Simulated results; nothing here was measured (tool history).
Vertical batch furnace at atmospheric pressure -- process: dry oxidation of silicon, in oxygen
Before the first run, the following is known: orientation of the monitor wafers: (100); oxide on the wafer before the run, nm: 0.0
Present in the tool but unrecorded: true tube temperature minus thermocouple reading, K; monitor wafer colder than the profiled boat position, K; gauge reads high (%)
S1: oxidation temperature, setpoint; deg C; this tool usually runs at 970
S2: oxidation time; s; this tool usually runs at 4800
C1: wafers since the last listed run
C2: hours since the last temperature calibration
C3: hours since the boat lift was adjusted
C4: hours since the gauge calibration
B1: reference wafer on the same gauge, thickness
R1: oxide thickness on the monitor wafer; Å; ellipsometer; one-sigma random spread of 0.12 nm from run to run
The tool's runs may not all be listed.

{"run": 1, "day": 0.0, "S1": 979, "S2": 4800, "C1": 0, "C2": 3325.8, "C3": 2242.6, "C4": 337.1, "B1": 45.25, "R1": 491.4}
{"run": 2, "day": 1.304, "S1": 957, "S2": 4800, "C1": 396, "C2": 3357.1, "C3": 2273.9, "C4": 368.4, "B1": 45.19, "R1": 415.7}
{"run": 3, "day": 2.017, "S1": 957, "S2": 4800, "C1": 216, "C2": 3374.2, "C3": 2291, "C4": 385.5, "B1": 45.22, "R1": 414.5}
{"run": 4, "day": 5.608, "S1": 957, "S2": 4800, "C1": 1092, "C2": 3460.4, "C3": 2377.2, "C4": 471.7, "B1": 45.21, "R1": 412.5}
{"run": 5, "day": 9.988, "S1": 970, "S2": 4800, "C1": 1332, "C2": 3565.5, "C3": 2482.3, "C4": 576.8, "B1": 45.23, "R1": 462.7}
{"run": 6, "day": 10.817, "S1": 970, "S2": 3840, "C1": 252, "C2": 3585.4, "C3": 2502.2, "C4": 596.7, "B1": 45.22, "R1": 397.6}
{"run": 7, "day": 11.883, "S1": 970, "S2": 3840, "C1": 324, "C2": 3611, "C3": 2527.8, "C4": 622.3, "B1": 45.14, "R1": 394.9}
{"day": 13.533, "done": "thermocouples replaced and temperature profile calibrated"}
{"run": 8, "day": 13.554, "S1": 970, "S2": 4800, "C1": 204, "C2": 0.5, "C3": 2567.9, "C4": 662.4, "B1": 45.17, "R1": 459.2}
{"run": 9, "day": 14.646, "S1": 970, "S2": 4800, "C1": 332, "C2": 26.7, "C3": 2594.1, "C4": 688.6, "B1": 45.17, "R1": 461.2}
{"run": 10, "day": 15.692, "S1": 970, "S2": 4800, "C1": 318, "C2": 51.8, "C3": 2619.2, "C4": 713.7, "B1": 45.2, "R1": 461.5}
{"run": 11, "day": 16.475, "S1": 970, "S2": 4800, "C1": 238, "C2": 70.6, "C3": 2638, "C4": 732.5, "B1": 45.2, "R1": 460.8}
{"run": 12, "day": 17.65, "S1": 970, "S2": 4800, "C1": 357, "C2": 98.8, "C3": 2666.2, "C4": 760.7, "B1": 45.24, "R1": 461.6}
{"run": 13, "day": 18.762, "S1": 970, "S2": 4800, "C1": 338, "C2": 125.5, "C3": 2692.9, "C4": 787.4, "B1": 45.2, "R1": 460.9}
{"run": 14, "day": 19.588, "S1": 970, "S2": 4800, "C1": 251, "C2": 145.3, "C3": 2712.7, "C4": 807.2, "B1": 45.17, "R1": 462.2}
{"day": 19.662, "done": "gauge calibrated"}
{"run": 15, "day": 20.75, "S1": 970, "S2": 4800, "C1": 353, "C2": 173.2, "C3": 2740.6, "C4": 26.1, "B1": 45.18, "R1": 460.4}
{"run": 16, "day": 22.208, "S1": 970, "S2": 4800, "C1": 443, "C2": 208.2, "C3": 2775.6, "C4": 61.1, "B1": 45.19, "R1": 460}
{"run": 17, "day": 22.854, "S1": 970, "S2": 4800, "C1": 196, "C2": 223.7, "C3": 2791.1, "C4": 76.6, "B1": 45.16, "R1": 460.2}
{"run": 18, "day": 24.212, "S1": 970, "S2": 4800, "C1": 413, "C2": 256.3, "C3": 2823.7, "C4": 109.2, "B1": 45.22, "R1": 458.6}
{"run": 19, "day": 25.188, "S1": 970, "S2": 4800, "C1": 296, "C2": 279.7, "C3": 2847.1, "C4": 132.6, "B1": 45.21, "R1": 461.4}
{"run": 20, "day": 26.2, "S1": 995, "S2": 3420, "C1": 308, "C2": 304, "C3": 2871.4, "C4": 156.9, "B1": 45.18, "R1": 457.1}
{"run": 21, "day": 27.317, "S1": 952, "S2": 4800, "C1": 339, "C2": 330.8, "C3": 2898.2, "C4": 183.7, "B1": 45.24, "R1": 392.9}
{"run": 22, "day": 27.962, "S1": 970, "S2": 4800, "C1": 196, "C2": 346.3, "C3": 2913.7, "C4": 199.2, "B1": 45.24, "R1": 460.2}
{"run": 23, "day": 28.517, "S1": 970, "S2": 6300, "C1": 168, "C2": 359.6, "C3": 2927, "C4": 212.5, "B1": 45.22, "R1": 556.1}
{"day": 29.862, "done": "boat lift adjusted"}
{"run": 24, "day": 29.883, "S1": 983, "S2": 4800, "C1": 111, "C2": 392.4, "C3": 0.5, "C4": 245.3, "B1": 45.21, "R1": 512.8}
{"run": 25, "day": 30.342, "S1": 970, "S2": 4800, "C1": 139, "C2": 403.4, "C3": 11.5, "C4": 256.3, "B1": 45.2, "R1": 459.1}
{"run": 26, "day": 31.379, "S1": 970, "S2": 4800, "C1": 315, "C2": 428.3, "C3": 36.4, "C4": 281.2, "B1": 45.2, "R1": 460.3}
{"run": 27, "day": 33.033, "S1": 980, "S2": 4800, "C1": 503, "C2": 468, "C3": 76.1, "C4": 320.9, "B1": 45.15, "R1": 498.9}
{"run": 28, "day": 33.567, "S1": 963, "S2": 3870, "C1": 162, "C2": 480.8, "C3": 88.9, "C4": 333.7, "B1": 45.2, "R1": 379.5}
{"run": 29, "day": 34.379, "S1": 970, "S2": 3900, "C1": 247, "C2": 500.3, "C3": 108.4, "C4": 353.2, "B1": 45.23, "R1": 401.4}
{"run": 30, "day": 35.675, "S1": 970, "S2": 4800, "C1": 394, "C2": 531.4, "C3": 139.5, "C4": 384.3, "B1": 45.19, "R1": 459.3}
{"run": 31, "day": 36.358, "S1": 970, "S2": 2580, "C1": 207, "C2": 547.8, "C3": 155.9, "C4": 400.7, "B1": 45.26, "R1": 308.3}
{"run": 32, "day": 37.033, "S1": 956, "S2": 4800, "C1": 205, "C2": 564, "C3": 172.1, "C4": 416.9, "B1": 45.2, "R1": 411.1}
{"run": 33, "day": 39.517, "S1": 970, "S2": 4800, "C1": 755, "C2": 623.6, "C3": 231.7, "C4": 476.5, "B1": 45.19, "R1": 459.4}
{"run": 34, "day": 40.767, "S1": 970, "S2": 6510, "C1": 380, "C2": 653.6, "C3": 261.7, "C4": 506.5, "B1": 45.17, "R1": 568.3}
{"run": 35, "day": 41.8, "S1": 970, "S2": 4800, "C1": 314, "C2": 678.4, "C3": 286.5, "C4": 531.3, "B1": 45.2, "R1": 459.7}
{"run": 36, "day": 42.638, "S1": 970, "S2": 6570, "C1": 254, "C2": 698.5, "C3": 306.6, "C4": 551.4, "B1": 45.23, "R1": 569.9}
{"run": 37, "day": 43.904, "S1": 954, "S2": 5880, "C1": 385, "C2": 728.9, "C3": 337, "C4": 581.8, "B1": 45.2, "R1": 462.4}
{"run": 38, "day": 45.283, "S1": 970, "S2": 4800, "C1": 419, "C2": 762, "C3": 370.1, "C4": 614.9, "B1": 45.16, "R1": 462.2}
{"run": 39, "day": 46.15, "S1": 970, "S2": 4800, "C1": 263, "C2": 782.8, "C3": 390.9, "C4": 635.7, "B1": 45.23, "R1": 461.9}
{"run": 40, "day": 47.479, "S1": 987, "S2": 3300, "C1": 404, "C2": 814.7, "C3": 422.8, "C4": 667.6, "B1": 45.22, "R1": 412}

Below are 3 alternative next runs, each starting from the tool's condition after run 40. Predict each:
{"run": "A", "day": 47.704, "S1": 970, "S2": 5610, "C1": 68, "C2": 820.1, "C3": 428.2, "C4": 673, "B1": "?", "R1": "?"}
{"run": "B", "day": 47.704, "S1": 979, "S2": 3810, "C1": 68, "C2": 820.1, "C3": 428.2, "C4": 673, "B1": "?", "R1": "?"}
{"run": "C", "day": 47.704, "S1": 986, "S2": 6690, "C1": 68, "C2": 820.1, "C3": 428.2, "C4": 673, "B1": "?", "R1": "?"}

run=A B1=45.2 R1=510.5
run=B B1=45.2 R1=421.2
run=C B1=45.2 R1=656.5
Had the tool no hidden state, the same runs would have come out as:
run=A R1=510.5
run=B R1=421.2
run=C R1=656.5

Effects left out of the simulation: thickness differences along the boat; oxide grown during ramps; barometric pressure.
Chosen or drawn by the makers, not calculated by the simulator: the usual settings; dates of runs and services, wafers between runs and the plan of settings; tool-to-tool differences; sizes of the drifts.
